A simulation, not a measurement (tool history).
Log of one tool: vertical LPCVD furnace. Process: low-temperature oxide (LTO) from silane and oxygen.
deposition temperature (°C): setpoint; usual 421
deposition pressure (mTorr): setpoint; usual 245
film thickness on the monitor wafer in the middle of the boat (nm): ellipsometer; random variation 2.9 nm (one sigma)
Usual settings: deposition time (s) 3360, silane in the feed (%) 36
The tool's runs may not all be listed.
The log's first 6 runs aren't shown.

run,hour,deposition temperature (°C),deposition pressure (mTorr),deposition time (s),silane in the feed (%),wafers since the last listed run,hours since the last temperature calibration,hours since the pressure gauge was zeroed,hours since the silane flow controller was replaced,hours since the gauge calibration,"read-back reference wafer on the same gauge, thickness",film thickness on the monitor wafer in the middle of the boat (nm)
7,619.8,421,270,3360,36,414,2835.3,2739,3882.6,3727.6,745.15,730.56
8,723.3,424,245,4680,36,1003,2938.8,2842.5,3986.1,3831.1,744.94,941.38
# hour 834.7: gauge calibrated
9,891.8,409,300,4110,41,1633,3107.3,3011,4154.6,57.1,767.81,1052.04
10,968.4,421,245,3360,31,742,3183.9,3087.6,4231.2,133.7,767.04,561.01
11,1060.2,427,270,3960,42,890,3275.7,3179.4,4323,225.5,766.9,1110.46
12,1161.1,421,245,3360,36,978,3376.6,3280.3,4423.9,326.4,766.05,679.09
13,1209.9,421,245,3360,36,473,3425.4,3329.1,4472.7,375.2,766.28,673.22
14,1311.8,425,225,3360,31,988,3527.3,3431,4574.6,477.1,766.1,534.26
15,1410,421,245,3810,36,952,3625.5,3529.2,4672.8,575.3,764.88,773.3
16,1513.6,431,270,3360,36,1004,3729.1,3632.8,4776.4,678.9,763.93,827.91
17,1550.2,421,190,3360,39,354,3765.7,3669.4,4813,715.5,764.49,573.92
# hour 1577.5: silane flow controller replaced
# hour 1650.5: thermocouples replaced and temperature profile calibrated
18,1793.6,421,245,3360,36,1894,143.1,3912.8,216.1,958.9,762.31,673.28
# hour 1857.6: pressure gauge zeroed
19,1914.5,421,285,3360,34,939,264,56.9,337,1079.8,762.62,726.63
20,2008.7,417,275,3360,39,913,358.2,151.1,431.2,1174,762.06,805.26
21,2050.6,421,245,3360,36,406,400.1,193,473.1,1215.9,761.45,670.36
22,2146.6,416,245,3360,36,930,496.1,289,569.1,1311.9,760.98,636.3
23,2215.1,421,275,3360,43,664,564.6,357.5,637.6,1380.4,760.36,930.76
24,2252.2,421,245,3360,30,359,601.7,394.6,674.7,1417.5,761.14,529.73
25,2341,421,245,4380,38,861,690.5,483.4,763.5,1506.3,760.38,935.75
26,2486.2,417,295,4290,41,1407,835.7,628.6,908.7,1651.5,759.09,1147.59
27,2565.3,430,205,4500,34,767,914.8,707.7,987.8,1730.6,759.15,765.19
28,2628.7,430,245,4440,36,614,978.2,771.1,1051.2,1794,758.76,972.3
29,2688.5,421,245,3360,36,579,1038,830.9,1111,1853.8,758.07,673.75
30,2759.5,425,305,3360,36,688,1109,901.9,1182,1924.8,756.97,873.03
31,2807.9,421,245,3360,36,469,1157.4,950.3,1230.4,1973.2,757.52,665.23

4 ways to go on from here, each from the tool as it stands after run 31. What would each give?
A,2813.4,421,245,3360,36,53,1162.9,955.8,1235.9,1978.7,?,?
B,2813.4,421,305,3360,33,53,1162.9,955.8,1235.9,1978.7,?,?
C,2813.4,421,205,3360,36,53,1162.9,955.8,1235.9,1978.7,?,?
D,2813.4,421,215,3360,36,53,1162.9,955.8,1235.9,1978.7,?,?

run,"read-back reference wafer on the same gauge, thickness",film thickness on the monitor wafer in the middle of the boat (nm)
A,756.93,669.35
B,756.93,744.98
C,756.93,560.07
D,756.93,587.39
Without the tool's hidden state the same runs would have given:
run,film thickness on the monitor wafer in the middle of the boat (nm)
A,677.01
B,753.5
C,566.47
D,594.11

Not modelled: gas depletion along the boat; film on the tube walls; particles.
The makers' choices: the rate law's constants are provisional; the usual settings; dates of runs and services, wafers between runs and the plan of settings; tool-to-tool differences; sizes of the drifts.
